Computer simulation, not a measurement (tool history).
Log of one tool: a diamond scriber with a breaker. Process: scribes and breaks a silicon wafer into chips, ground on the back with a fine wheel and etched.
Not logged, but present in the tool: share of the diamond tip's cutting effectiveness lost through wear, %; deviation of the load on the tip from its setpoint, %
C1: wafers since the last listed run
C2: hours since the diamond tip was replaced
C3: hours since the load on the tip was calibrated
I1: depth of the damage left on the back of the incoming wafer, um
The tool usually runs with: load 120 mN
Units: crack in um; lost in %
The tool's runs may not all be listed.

run 1 hour=0 | load=120 | C1=0 C2=562.5 C3=311.9 | I1=0.64 | crack=13.53 lost=1.35
run 2 hour=61.4 | load=120 | C1=163 C2=623.9 C3=373.3 | I1=0.43 | crack=13.63 lost=1.32
run 3 hour=127.6 | load=120 | C1=176 C2=690.1 C3=439.5 | I1=0.4 | crack=13.57 lost=1.28
run 4 hour=272.7 | load=120 | C1=386 C2=835.2 C3=584.6 | I1=0.47 | crack=13.78 lost=1.22
run 5 hour=302.8 | load=120 | C1=80 C2=865.3 C3=614.7 | I1=0.64 | crack=13.57 lost=1.24
run 6 hour=364 | load=148 | C1=162 C2=926.5 C3=675.9 | I1=0.78 | crack=14.63 lost=0.91
run 7 hour=416.1 | load=148 | C1=138 C2=978.6 C3=728 | I1=0.41 | crack=14.66 lost=0.92
run 8 hour=472.9 | load=120 | C1=151 C2=1035.4 C3=784.8 | I1=0.64 | crack=13.73 lost=1.1
run 9 hour=531.3 | load=120 | C1=155 C2=1093.8 C3=843.2 | I1=0.53 | crack=13.78 lost=1.15
-- hour=577.6 load on the tip recalibrated
run 10 hour=582.6 | load=120 | C1=131 C2=1145.1 C3=5 | I1=0.53 | crack=13.14 lost=1.71
run 11 hour=622.6 | load=120 | C1=106 C2=1185.1 C3=45 | I1=0.53 | crack=13.48 lost=1.74
-- hour=651.5 diamond tip replaced by a new one
run 12 hour=710.7 | load=120 | C1=229 C2=59.2 C3=133.1 | I1=0.35 | crack=14.02 lost=0.87
run 13 hour=748.8 | load=120 | C1=101 C2=97.3 C3=171.2 | I1=0.54 | crack=13.92 lost=0.92
run 14 hour=802.2 | load=120 | C1=142 C2=150.7 C3=224.6 | I1=0.41 | crack=13.96 lost=0.99
run 15 hour=842.3 | load=120 | C1=106 C2=190.8 C3=264.7 | I1=0.42 | crack=14.04 lost=0.99
run 16 hour=896.5 | load=120 | C1=144 C2=245 C3=318.9 | I1=0.78 | crack=13.98 lost=1.05
run 17 hour=936.9 | load=101 | C1=107 C2=285.4 C3=359.3 | I1=0.58 | crack=13.19 lost=1.89
run 18 hour=1005.2 | load=110 | C1=181 C2=353.7 C3=427.6 | I1=0.32 | crack=13.24 lost=1.47
run 19 hour=1056.4 | load=94 | C1=136 C2=404.9 C3=478.8 | I1=0.59 | crack=12.7 lost=2.43
run 20 hour=1109.6 | load=140 | C1=141 C2=458.1 C3=532 | I1=0.32 | crack=14.5 lost=0.84
run 21 hour=1181.5 | load=155 | C1=191 C2=530 C3=603.9 | I1=0.61 | crack=15.11 lost=1.04
run 22 hour=1222.8 | load=134 | C1=109 C2=571.3 C3=645.2 | I1=0.3 | crack=14.39 lost=0.87
run 23 hour=1258.8 | load=145 | C1=95 C2=607.3 C3=681.2 | I1=0.54 | crack=14.62 lost=0.93
run 24 hour=1319.9 | load=107 | C1=162 C2=668.4 C3=742.3 | I1=0.63 | crack=13.3 lost=1.57
run 25 hour=1383.1 | load=120 | C1=168 C2=731.6 C3=805.5 | I1=0.79 | crack=13.79 lost=1.04
run 26 hour=1435.9 | load=147 | C1=140 C2=784.4 C3=858.3 | I1=0.67 | crack=14.97 lost=0.97
-- hour=1460.5 load on the tip recalibrated
run 27 hour=1469.5 | load=96 | C1=84 C2=818 C3=9 | I1=0.6 | crack=12.47 lost=3.01
run 28 hour=1529 | load=91 | C1=158 C2=877.5 C3=68.5 | I1=0.35 | crack=12.43 lost=3.38

Predict each of these 3 candidate next runs independently; none follows another, all start after run 28:
run A hour=1529.6 | load=156 | C1=1 C2=878.1 C3=69.1 | I1=0.33 | crack=? lost=?
run B hour=1529.6 | load=142 | C1=1 C2=878.1 C3=69.1 | I1=0.33 | crack=? lost=?
run C hour=1529.6 | load=87 | C1=1 C2=878.1 C3=69.1 | I1=0.33 | crack=? lost=?

run=A crack=14.76 lost=0.94
run=B crack=14.24 lost=0.93
run=C crack=12.12 lost=4.03
With the hidden condition removed and each run's random variation left untouched, the same runs would have given:
run=A crack=15.91 lost=1.82
run=B crack=15.36 lost=1.27
run=C crack=13.07 lost=1.94
